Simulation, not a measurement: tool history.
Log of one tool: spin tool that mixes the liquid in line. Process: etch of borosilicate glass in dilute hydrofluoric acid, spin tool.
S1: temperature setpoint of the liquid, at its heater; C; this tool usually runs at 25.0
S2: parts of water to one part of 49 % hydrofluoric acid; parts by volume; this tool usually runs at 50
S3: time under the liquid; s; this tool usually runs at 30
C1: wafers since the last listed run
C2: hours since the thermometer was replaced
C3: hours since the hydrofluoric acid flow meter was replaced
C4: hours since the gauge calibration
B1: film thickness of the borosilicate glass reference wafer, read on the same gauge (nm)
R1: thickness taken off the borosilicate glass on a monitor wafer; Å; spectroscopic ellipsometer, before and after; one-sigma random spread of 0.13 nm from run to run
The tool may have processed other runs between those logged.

Run 1, hour 0.0: usual settings but S3 35 s; C1 0; C2 652.8; C3 636.8; C4 733.8; B1 30.00. Result: R1 348.5 Å.
Run 2, hour 66.9: usual settings but S3 35 s; C1 684; C2 719.7; C3 703.7; C4 800.7; B1 30.02. Result: R1 350.5 Å.
Run 3, hour 171.5: usual settings but S2 40 parts by volume; C1 1070; C2 824.3; C3 808.3; C4 905.3; B1 29.98. Result: R1 381.0 Å.
Run 4, hour 271.1: usual settings but S2 40 parts by volume; C1 1019; C2 923.9; C3 907.9; C4 1004.9; B1 30.01. Result: R1 383.5 Å.
Run 5, hour 330.4: usual settings but S2 40 parts by volume; C1 606; C2 983.2; C3 967.2; C4 1064.2; B1 29.96. Result: R1 383.6 Å.
Run 6, hour 394.5: usual settings; C1 656; C2 1047.3; C3 1031.3; C4 1128.3; B1 29.97. Result: R1 303.7 Å.
At hour 412.4: hydrofluoric acid flow meter replaced.
Run 7, hour 436.4: usual settings; C1 418; C2 1089.2; C3 24.0; C4 1170.2; B1 29.99. Result: R1 304.9 Å.
Run 8, hour 463.6: usual settings; C1 278; C2 1116.4; C3 51.2; C4 1197.4; B1 30.00. Result: R1 303.8 Å.
At hour 468.4: gauge calibrated.
Run 9, hour 521.8: usual settings; C1 595; C2 1174.6; C3 109.4; C4 53.4; B1 29.98. Result: R1 307.0 Å.
Run 10, hour 559.2: usual settings but S1 29.0 C, S3 25 s; C1 382; C2 1212.0; C3 146.8; C4 90.8; B1 30.01. Result: R1 297.7 Å.
Run 11, hour 602.3: usual settings but S1 27.5 C, S2 60 parts by volume; C1 441; C2 1255.1; C3 189.9; C4 133.9; B1 30.04. Result: R1 280.7 Å.
Run 12, hour 671.6: usual settings but S1 26.5 C, S2 60 parts by volume, S3 40 s; C1 709; C2 1324.4; C3 259.2; C4 203.2; B1 30.05. Result: R1 360.5 Å.
Run 13, hour 703.1: usual settings but S1 29.5 C, S2 30 parts by volume, S3 40 s; C1 322; C2 1355.9; C3 290.7; C4 234.7; B1 30.03. Result: R1 848.9 Å.
At hour 847.4: thermometer replaced.
Run 14, hour 895.5: usual settings but S3 20 s; C1 1959; C2 48.1; C3 483.1; C4 427.1; B1 30.03. Result: R1 191.1 Å.
Run 15, hour 963.9: usual settings but S1 23.0 C, S2 60 parts by volume, S3 40 s; C1 700; C2 116.5; C3 551.5; C4 495.5; B1 30.05. Result: R1 289.7 Å.
Run 16, hour 1008.9: usual settings; C1 460; C2 161.5; C3 596.5; C4 540.5; B1 29.99. Result: R1 284.8 Å.
Run 17, hour 1057.1: usual settings; C1 493; C2 209.7; C3 644.7; C4 588.7; B1 30.01. Result: R1 290.1 Å.
Run 18, hour 1085.5: usual settings; C1 290; C2 238.1; C3 673.1; C4 617.1; B1 29.97. Result: R1 288.8 Å.
Run 19, hour 1119.1: usual settings but S1 20.5 C, S2 30 parts by volume, S3 35 s; C1 343; C2 271.7; C3 706.7; C4 650.7; B1 30.05. Result: R1 479.6 Å.

3 ways to go on from here, each from the tool as it stands after run 19. What would each give?
Run A, hour 1119.5: usual settings; C1 4; C2 272.1; C3 707.1; C4 651.1; B1 ?. Result: R1 ?.
Run B, hour 1119.5: usual settings but S1 28.0 C, S2 60 parts by volume; C1 4; C2 272.1; C3 707.1; C4 651.1; B1 ?. Result: R1 ?.
Run C, hour 1119.5: usual settings but S2 60 parts by volume; C1 4; C2 272.1; C3 707.1; C4 651.1; B1 ?. Result: R1 ?.

run     B1     R1
  A  30.01  290.1
  B  30.01  268.7
  C  30.01  238.5
Stripped of hidden state, with their random variation kept, the same runs would have yielded:
run     R1
  A  284.1
  B  263.4
  C  233.6
